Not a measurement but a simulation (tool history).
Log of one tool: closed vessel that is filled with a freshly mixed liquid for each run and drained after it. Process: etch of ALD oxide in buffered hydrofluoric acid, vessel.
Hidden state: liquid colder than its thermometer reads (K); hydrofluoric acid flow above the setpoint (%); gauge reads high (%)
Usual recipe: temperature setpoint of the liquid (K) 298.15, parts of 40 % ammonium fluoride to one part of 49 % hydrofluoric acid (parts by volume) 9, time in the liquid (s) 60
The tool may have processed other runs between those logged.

| run | hour | temperature setpoint of the liquid (K) | parts of 40 % ammonium fluoride to one part of 49 % hydrofluoric acid (parts by volume) | time in the liquid (s) | wafers since the last listed run | hours since the thermometer was replaced | hours since the hydrofluoric acid flow meter was replaced | hours since the gauge calibration | read-back film thickness of the ALD oxide reference wafer, read on the same gauge (nm) | thickness taken off the ALD oxide on a monitor wafer (angstrom) |
|---|---|---|---|---|---|---|---|---|---|---|
| 1 | 0 | 298.15 | 6 | 45 | 0 | 291.5 | 1633.9 | 3152.2 | 110 | 1257.8 |
|  | 28.3 | hydrofluoric acid flow meter replaced |
| 2 | 98.8 | 298.15 | 9 | 60 | 7697 | 390.3 | 70.5 | 3251 | 110 | 1112.9 |
| 3 | 157.8 | 298.15 | 9 | 60 | 4643 | 449.3 | 129.5 | 3310 | 109.99 | 1094.6 |
|  | 209 | gauge calibrated |
| 4 | 214.2 | 298.15 | 9 | 60 | 4439 | 505.7 | 185.9 | 5.2 | 110.02 | 1101.8 |
| 5 | 301.6 | 298.15 | 9 | 60 | 6879 | 593.1 | 273.3 | 92.6 | 110 | 1108.8 |
| 6 | 361.7 | 298.15 | 9 | 60 | 4730 | 653.2 | 333.4 | 152.7 | 109.99 | 1109.9 |
| 7 | 430.6 | 298.15 | 9 | 60 | 5422 | 722.1 | 402.3 | 221.6 | 110.01 | 1111.5 |
| 8 | 530.6 | 301.15 | 9 | 60 | 7870 | 822.1 | 502.3 | 321.6 | 109.99 | 1280.8 |
| 9 | 584.3 | 296.15 | 11 | 80 | 4226 | 875.8 | 556 | 375.3 | 109.98 | 1110.6 |
| 10 | 651.1 | 298.15 | 6 | 60 | 5257 | 942.6 | 622.8 | 442.1 | 110 | 1633.9 |
| 11 | 697 | 298.15 | 10 | 60 | 3612 | 988.5 | 668.7 | 488 | 110 | 1038.7 |
| 12 | 778.3 | 298.15 | 9 | 60 | 6398 | 1069.8 | 750 | 569.3 | 110 | 1089 |
| 13 | 958.5 | 298.15 | 9 | 60 | 14183 | 1250 | 930.2 | 749.5 | 109.99 | 1098.1 |
| 14 | 1236.9 | 298.15 | 12 | 40 | 21912 | 1528.4 | 1208.6 | 1027.9 | 110.01 | 561.9 |
| 15 | 1289.5 | 298.15 | 9 | 60 | 4140 | 1581 | 1261.2 | 1080.5 | 110.01 | 1078.1 |
| 16 | 1358.6 | 296.65 | 6.5 | 60 | 5438 | 1650.1 | 1330.3 | 1149.6 | 109.99 | 1383.2 |
| 17 | 1449.4 | 298.15 | 6 | 45 | 7146 | 1740.9 | 1421.1 | 1240.4 | 110 | 1199.8 |
| 18 | 1515.5 | 298.15 | 9 | 80 | 5202 | 1807 | 1487.2 | 1306.5 | 110 | 1408.1 |
| 19 | 1602.3 | 298.15 | 9 | 60 | 6831 | 1893.8 | 1574 | 1393.3 | 110 | 1069.5 |
| 20 | 1646 | 298.15 | 9 | 60 | 3439 | 1937.5 | 1617.7 | 1437 | 110.01 | 1047.2 |
| 21 | 1685.8 | 298.15 | 9 | 60 | 3132 | 1977.3 | 1657.5 | 1476.8 | 110 | 1040.4 |
|  | 1721.2 | hydrofluoric acid flow meter replaced |
| 22 | 1789.9 | 298.15 | 9 | 30 | 8114 | 2081.4 | 68.7 | 1580.9 | 110.01 | 524.5 |
| 23 | 1878.3 | 293.65 | 12 | 60 | 6957 | 2169.8 | 157.1 | 1669.3 | 109.98 | 638.2 |
| 24 | 1981.2 | 293.65 | 9 | 60 | 8099 | 2272.7 | 260 | 1772.2 | 110.02 | 818.4 |
| 25 | 2027.8 | 298.15 | 9 | 60 | 3667 | 2319.3 | 306.6 | 1818.8 | 110 | 1035.1 |
| 26 | 2160.2 | 301.15 | 9 | 75 | 10420 | 2451.7 | 439 | 1951.2 | 110 | 1555.6 |
| 27 | 2251.7 | 298.15 | 9 | 40 | 7201 | 2543.2 | 530.5 | 2042.7 | 109.98 | 688.3 |
| 28 | 2340.9 | 298.15 | 6 | 75 | 7020 | 2632.4 | 619.7 | 2131.9 | 110 | 1922.4 |
| 29 | 2422.9 | 298.15 | 9 | 60 | 6454 | 2714.4 | 701.7 | 2213.9 | 109.99 | 1008 |
|  | 2485.8 | thermometer replaced |
| 30 | 2486.6 | 298.15 | 12.5 | 60 | 4934 | 0.8 | 765.4 | 2277.6 | 109.99 | 867.6 |
| 31 | 2530 | 298.15 | 9 | 60 | 3415 | 44.2 | 808.8 | 2321 | 109.98 | 1137.4 |
| 32 | 2601.9 | 295.65 | 7.5 | 60 | 5659 | 116.1 | 880.7 | 2392.9 | 110.01 | 1200.6 |
| 33 | 2675.4 | 298.15 | 11 | 60 | 5785 | 189.6 | 954.2 | 2466.4 | 109.99 | 965.8 |

Branching from run 33: 5 alternative next runs. What would each branch give?
| A | 2676.1 | 298.15 | 9 | 60 | 55 | 190.3 | 954.9 | 2467.1 | ? | ? |
| B | 2676.1 | 298.15 | 5.5 | 80 | 55 | 190.3 | 954.9 | 2467.1 | ? | ? |
| C | 2676.1 | 300.65 | 6 | 35 | 55 | 190.3 | 954.9 | 2467.1 | ? | ? |
| D | 2676.1 | 302.65 | 9 | 60 | 55 | 190.3 | 954.9 | 2467.1 | ? | ? |
| E | 2676.1 | 303.15 | 9 | 70 | 55 | 190.3 | 954.9 | 2467.1 | ? | ? |

| run | read-back film thickness of the ALD oxide reference wafer, read on the same gauge (nm) | thickness taken off the ALD oxide on a monitor wafer (angstrom) |
|---|---|---|
| A | 110 | 1142.6 |
| B | 110 | 2460.1 |
| C | 110 | 1143.6 |
| D | 110 | 1453.5 |
| E | 110 | 1740.9 |
With no hidden state in the tool, these same runs would have given:
| run | thickness taken off the ALD oxide on a monitor wafer (angstrom) |
|---|---|
| A | 1163.9 |
| B | 2505.8 |
| C | 1164.5 |
| D | 1479.7 |
| E | 1772.3 |
